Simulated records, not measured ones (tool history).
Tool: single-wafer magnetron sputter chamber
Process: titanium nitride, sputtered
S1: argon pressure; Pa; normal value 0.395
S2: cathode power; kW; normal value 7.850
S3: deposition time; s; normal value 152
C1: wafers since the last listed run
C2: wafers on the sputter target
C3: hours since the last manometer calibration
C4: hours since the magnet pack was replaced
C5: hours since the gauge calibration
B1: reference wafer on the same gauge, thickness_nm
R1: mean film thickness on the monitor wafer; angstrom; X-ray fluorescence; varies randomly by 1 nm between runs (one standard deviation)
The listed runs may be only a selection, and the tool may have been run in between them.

run,hour,S1,S2,S3,C1,C2,C3,C4,C5,B1,R1
1,0.0,0.480,8.300,152,0,2006,1826.8,5013.5,509.0,246.081,2204.57
2,65.5,0.486,8.400,152,638,2645,1892.3,5079.0,574.5,245.833,2220.47
3,125.8,0.336,7.850,152,587,3233,1952.6,5139.3,634.8,245.452,2259.82
4,223.1,0.395,6.900,142,948,4181,2049.9,5236.6,732.1,246.201,1913.84
5,294.6,0.395,6.900,142,696,4878,2121.4,5308.1,803.6,245.970,1905.63
6,361.3,0.514,7.850,152,650,5528,2188.1,5374.8,870.3,245.935,2093.09
7,426.8,0.514,7.850,152,638,6167,2253.6,5440.3,935.8,245.815,2071.79
8,532.3,0.395,7.850,168,1028,7195,2359.1,5545.8,1041.3,246.412,2414.50
# hour 607.8: sputter target and shields replaced
9,730.1,0.395,7.850,168,1850,1192,2556.9,5743.6,1239.1,246.108,2429.30
10,787.8,0.395,7.850,168,562,1754,2614.6,5801.3,1296.8,246.033,2408.51
# hour 816.7: magnet pack replaced
11,837.1,0.395,8.750,152,402,2157,2663.9,20.4,1346.1,245.853,2324.17
12,887.8,0.395,7.850,152,494,2651,2714.6,71.1,1396.8,245.874,2200.11
13,980.1,0.395,7.850,152,899,3551,2806.9,163.4,1489.1,246.023,2194.45
14,1027.3,0.320,7.850,152,460,4011,2854.1,210.6,1536.3,246.142,2254.58
# hour 1048.4: capacitance manometer re-zeroed and calibrated
15,1132.1,0.395,7.850,152,943,4954,83.7,315.4,1641.1,246.101,2175.99
16,1175.7,0.395,7.850,144,425,5379,127.3,359.0,1684.7,245.385,2044.05
17,1232.0,0.395,7.850,152,548,5928,183.6,415.3,1741.0,246.305,2155.09
18,1275.1,0.244,6.200,152,420,6348,226.7,458.4,1784.1,245.833,2045.96
19,1332.2,0.296,7.850,152,556,6905,283.8,515.5,1841.2,245.880,2264.11
20,1416.9,0.256,7.850,152,825,7731,368.5,600.2,1925.9,245.791,2304.85
# hour 1433.7: sputter target and shields replaced
21,1471.6,0.492,9.700,127,455,369,423.2,654.9,1980.6,246.164,1959.52
# hour 1514.0: capacitance manometer re-zeroed and calibrated, repeated, since the last time left the tool worse
22,1564.7,0.395,9.100,141,829,1199,50.7,748.0,2073.7,245.870,2255.20
23,1881.1,0.395,6.900,142,3084,4283,367.1,1064.4,2390.1,246.251,1926.86
# hour 1960.2: gauge calibrated
24,1987.9,0.510,6.200,152,1041,5324,473.9,1171.2,27.7,246.178,1848.62
25,2056.0,0.395,8.900,135,663,5988,542.0,1239.3,95.8,246.349,2130.90
26,2103.5,0.276,9.150,152,463,6451,589.5,1286.8,143.3,246.077,2571.42
# hour 2132.4: sputter target and shields replaced
27,2400.7,0.541,9.150,179,2819,2615,886.7,1584.0,440.5,246.074,2706.87
28,2484.0,0.395,9.300,152,811,3427,970.0,1667.3,523.8,245.994,2475.54
29,2561.1,0.294,8.850,170,751,4178,1047.1,1744.4,600.9,245.784,2808.42
30,2599.5,0.528,6.600,144,374,4553,1085.5,1782.8,639.3,245.513,1790.32
31,2693.8,0.463,6.150,182,919,5472,1179.8,1877.1,733.6,245.761,2246.29
32,2756.0,0.290,7.850,177,606,6078,1242.0,1939.3,795.8,245.930,2703.46
33,2855.7,0.395,5.950,152,971,7050,1341.7,2039.0,895.5,245.975,1882.31

Same runs, no hidden state in the tool, same run-to-run variation:
Hidden conditions of the tool in this case: deposition rate above that of a new target (%); true argon pressure above the setpoint (%); gauge reads high (%).
run,R1
1,2224.02
2,2241.74
3,2275.44
4,1931.16
5,1924.08
6,2121.39
7,2101.49
8,2443.37
9,2463.39
10,2443.84
11,2359.56
12,2234.89
13,2231.54
14,2285.96
15,2244.58
16,2108.53
17,2223.15
18,2083.80
19,2316.45
20,2350.19
21,2038.13
22,2254.70
23,1926.97
24,1849.21
25,2131.74
26,2572.30
27,2712.25
28,2479.91
29,2812.69
30,1795.79
31,2253.51
32,2709.34
33,1889.07
